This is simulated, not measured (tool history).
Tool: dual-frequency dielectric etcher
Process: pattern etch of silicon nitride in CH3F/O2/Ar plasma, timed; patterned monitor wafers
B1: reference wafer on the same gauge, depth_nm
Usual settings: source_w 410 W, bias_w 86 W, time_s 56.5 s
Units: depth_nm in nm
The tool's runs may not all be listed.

run 1 hour=0.0 | source_w=360 bias_w=93 time_s=56.5 | B1=46.32 | depth_nm=40.39
run 2 hour=29.4 | source_w=360 bias_w=93 time_s=56.5 | B1=46.31 | depth_nm=40.29
run 3 hour=60.4 | source_w=360 bias_w=93 time_s=56.5 | B1=46.31 | depth_nm=40.31
run 4 hour=74.6 | source_w=410 bias_w=73 time_s=56.5 | B1=46.31 | depth_nm=37.97
run 5 hour=89.1 | source_w=410 bias_w=86 time_s=56.5 | B1=46.29 | depth_nm=40.61
run 6 hour=116.6 | source_w=410 bias_w=86 time_s=52.0 | B1=46.30 | depth_nm=37.35
run 7 hour=135.4 | source_w=410 bias_w=86 time_s=52.0 | B1=46.30 | depth_nm=37.28
run 8 hour=171.0 | source_w=410 bias_w=86 time_s=56.5 | B1=46.30 | depth_nm=40.40
run 9 hour=184.2 | source_w=410 bias_w=86 time_s=56.5 | B1=46.30 | depth_nm=40.53
run 10 hour=215.5 | source_w=410 bias_w=86 time_s=56.5 | B1=46.29 | depth_nm=40.41
run 11 hour=243.9 | source_w=410 bias_w=86 time_s=56.5 | B1=46.30 | depth_nm=40.46
-- hour=259.9 source power generator calibrated
run 12 hour=261.5 | source_w=410 bias_w=86 time_s=56.5 | B1=46.31 | depth_nm=40.39
run 13 hour=276.7 | source_w=410 bias_w=86 time_s=56.5 | B1=46.30 | depth_nm=40.34
run 14 hour=291.4 | source_w=410 bias_w=86 time_s=56.5 | B1=46.31 | depth_nm=40.28
-- hour=346.1 wet clean of the chamber
run 15 hour=370.8 | source_w=410 bias_w=86 time_s=56.5 | B1=46.30 | depth_nm=40.92
run 16 hour=394.5 | source_w=450 bias_w=86 time_s=49.0 | B1=46.28 | depth_nm=36.55
run 17 hour=417.1 | source_w=410 bias_w=108 time_s=49.0 | B1=46.32 | depth_nm=39.00

Forecast run 18:
-- hour=442.6 upper electrode replaced
run 18 hour=443.7 | source_w=410 bias_w=86 time_s=56.5 | B1=? | depth_nm=?

B1: 46.29
depth_nm: 40.94 nm
Without the tool's hidden state the same run would have given depth_nm 40.38 nm.
